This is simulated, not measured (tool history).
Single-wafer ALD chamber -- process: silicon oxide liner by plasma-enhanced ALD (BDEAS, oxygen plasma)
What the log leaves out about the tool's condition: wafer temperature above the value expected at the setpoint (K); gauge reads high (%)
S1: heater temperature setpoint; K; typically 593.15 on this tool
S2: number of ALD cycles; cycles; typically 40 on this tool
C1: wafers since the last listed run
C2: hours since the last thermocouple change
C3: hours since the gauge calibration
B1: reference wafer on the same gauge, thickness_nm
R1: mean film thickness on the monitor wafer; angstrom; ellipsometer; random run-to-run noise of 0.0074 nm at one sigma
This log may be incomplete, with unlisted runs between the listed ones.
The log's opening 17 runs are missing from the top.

run,hour,S1,S2,C1,C2,C3,B1,R1
18,762.6,585.15,40,619,2783.5,956.8,4.129,35.65
19,828.6,593.15,40,586,2849.5,1022.8,4.131,35.07
20,883.6,598.15,45,489,2904.5,1077.8,4.130,39.26
21,935.3,604.15,44,459,2956.2,1129.5,4.131,38.06
22,996.8,585.15,35,546,3017.7,1191.0,4.130,31.10
23,1048.9,593.15,35,463,3069.8,1243.1,4.129,30.81
24,1102.8,593.15,40,479,3123.7,1297.0,4.129,35.05
# hour 1122.0: thermocouple changed; heater temperature recalibrated
25,1139.0,600.15,43,250,17.0,1333.2,4.131,37.43
# hour 1190.2: gauge calibrated
26,1348.5,604.15,37,1863,226.5,158.3,4.133,31.95
27,1389.4,593.15,40,363,267.4,199.2,4.129,35.27
28,1446.7,589.15,48,509,324.7,256.5,4.130,42.43
29,1481.4,605.15,40,308,359.4,291.2,4.130,34.38
30,1681.5,593.15,46,1779,559.5,491.3,4.130,40.52
31,1823.3,581.15,45,1261,701.3,633.1,4.127,40.33
32,1891.8,593.15,40,609,769.8,701.6,4.128,35.18
33,1934.2,606.15,40,377,812.2,744.0,4.133,34.36
34,1999.3,586.15,32,578,877.3,809.1,4.132,28.43
35,2063.7,582.15,36,572,941.7,873.5,4.130,32.19
36,2108.6,584.15,46,399,986.6,918.4,4.129,41.05
37,2318.1,583.15,40,1863,1196.1,1127.9,4.132,35.77

Predict each of these 3 candidate next runs independently; none follows another, all start after run 37:
A,2318.6,593.15,36,4,1196.6,1128.4,?,?
B,2318.6,593.15,44,4,1196.6,1128.4,?,?
C,2318.6,598.15,40,4,1196.6,1128.4,?,?

run,B1,R1
A,4.128,31.52
B,4.128,38.53
C,4.128,34.74
Without the tool's unlogged condition, the same runs would have read:
run,R1
A,31.52
B,38.53
C,34.74
